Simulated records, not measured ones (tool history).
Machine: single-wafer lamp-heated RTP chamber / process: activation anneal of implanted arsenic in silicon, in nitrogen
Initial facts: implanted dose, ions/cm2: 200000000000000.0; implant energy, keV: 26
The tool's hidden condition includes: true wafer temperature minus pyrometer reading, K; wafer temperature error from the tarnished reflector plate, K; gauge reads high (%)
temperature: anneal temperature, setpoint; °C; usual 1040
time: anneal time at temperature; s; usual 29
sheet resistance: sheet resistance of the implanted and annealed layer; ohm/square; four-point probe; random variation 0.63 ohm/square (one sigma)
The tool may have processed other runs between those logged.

run	hour	temperature	time	wafers since the last listed run	wafers since the last pyrometer calibration	wafers since the reflector plate was cleaned	hours since the gauge calibration	read-back reference wafer on the same gauge, sheet resistance	sheet resistance
1	0.0	1040	29	0	3534	2305	240.8	483.50	419.87
2	28.7	1040	29	266	3801	2571	269.5	483.17	419.52
3	42.7	1040	29	130	3931	2702	283.5	483.09	419.57
4	129.6	1040	29	807	4739	3509	370.4	482.82	420.68
5	164.0	1040	29	319	5059	3829	404.8	482.69	421.11
6	180.2	1040	16	150	5210	3980	421.0	482.61	423.11
7	202.1	1040	29	203	5413	4184	442.9	482.62	419.88
8	224.2	1040	29	205	5619	4389	465.0	482.75	419.77
9	252.9	1025	29	266	5886	4656	493.7	482.44	423.08
# hour 278.3: pyrometer window cleaned and pyrometer calibrated
10	278.8	1025	29	166	4	4822	519.6	482.33	421.63
11	306.5	1056	29	257	261	5080	547.3	482.44	417.78
12	341.8	1056	29	328	590	5408	582.6	482.38	417.08
13	375.4	1056	29	312	902	5720	616.2	482.32	417.36
14	394.2	1040	29	174	1077	5895	635.0	482.32	419.77
# hour 412.4: gauge calibrated
15	425.6	1040	29	291	1369	6187	13.2	485.47	421.82
16	448.5	1049	33	212	1582	6400	36.1	485.33	420.67
17	462.2	1040	43	127	1709	6527	49.8	485.17	420.12
18	485.8	1040	29	219	1928	6747	73.4	484.67	423.13
19	498.1	1015	13	114	2043	6861	85.7	484.60	429.15
20	564.2	1050	29	614	2657	7476	151.8	483.87	419.89
21	580.9	1056	45	155	2812	7631	168.5	483.99	414.95
22	597.8	1068	25	157	2970	7788	185.4	483.91	417.40
23	621.7	1040	29	222	3192	8010	209.3	483.34	421.59
24	634.8	1013	39	121	3314	8132	222.4	483.65	422.29
25	650.0	1040	39	141	3455	8273	237.6	483.47	417.33
# hour 690.8: reflector plate cleaned
26	691.3	1020	37	309	3764	4	278.9	483.00	420.70
27	700.8	1024	44	88	3853	92	288.4	483.24	419.39
28	721.7	1065	25	194	4047	287	309.3	482.99	418.00
29	745.5	1040	41	221	4268	508	333.1	483.01	417.23
30	759.0	1021	18	125	4394	633	346.6	482.92	425.45
31	772.2	1021	29	122	4517	756	359.8	482.63	422.47
32	801.8	1040	29	275	4792	1031	389.4	482.82	420.04
33	814.0	1060	44	113	4905	1145	401.6	482.67	412.68
34	847.3	1065	41	309	5215	1454	434.9	482.62	411.87
35	883.5	1011	18	336	5551	1791	471.1	482.37	424.97

How would selected steps in sheet resistance from run to run divide? Give the signed amount a tool lacking its hidden state would still show from settings, what came in and random variation, and the signed amount left for the hidden state, including any gauge scatter that is not in both of the compared results.
Run 3 -> 4: no setting touched and nothing written in the log between the runs. sheet resistance +1.11 ohm/square: hidden state -0.32, all else +1.43.
Run 14 -> 15: gauge calibrated. sheet resistance +2.05 ohm/square: hidden state +2.86, all else -0.81.
Run 19 -> 20: temperature 1015 -> 1050, time 13 -> 29. sheet resistance -9.26 ohm/square: hidden state -0.51, all else -8.75.
Run 29 -> 30: temperature 1040 -> 1021, time 41 -> 18. sheet resistance +8.22 ohm/square: hidden state -0.09, all else +8.31.
Run 34 -> 35: temperature 1065 -> 1011, time 41 -> 18. sheet resistance +13.10 ohm/square: hidden state -0.18, all else +13.28.

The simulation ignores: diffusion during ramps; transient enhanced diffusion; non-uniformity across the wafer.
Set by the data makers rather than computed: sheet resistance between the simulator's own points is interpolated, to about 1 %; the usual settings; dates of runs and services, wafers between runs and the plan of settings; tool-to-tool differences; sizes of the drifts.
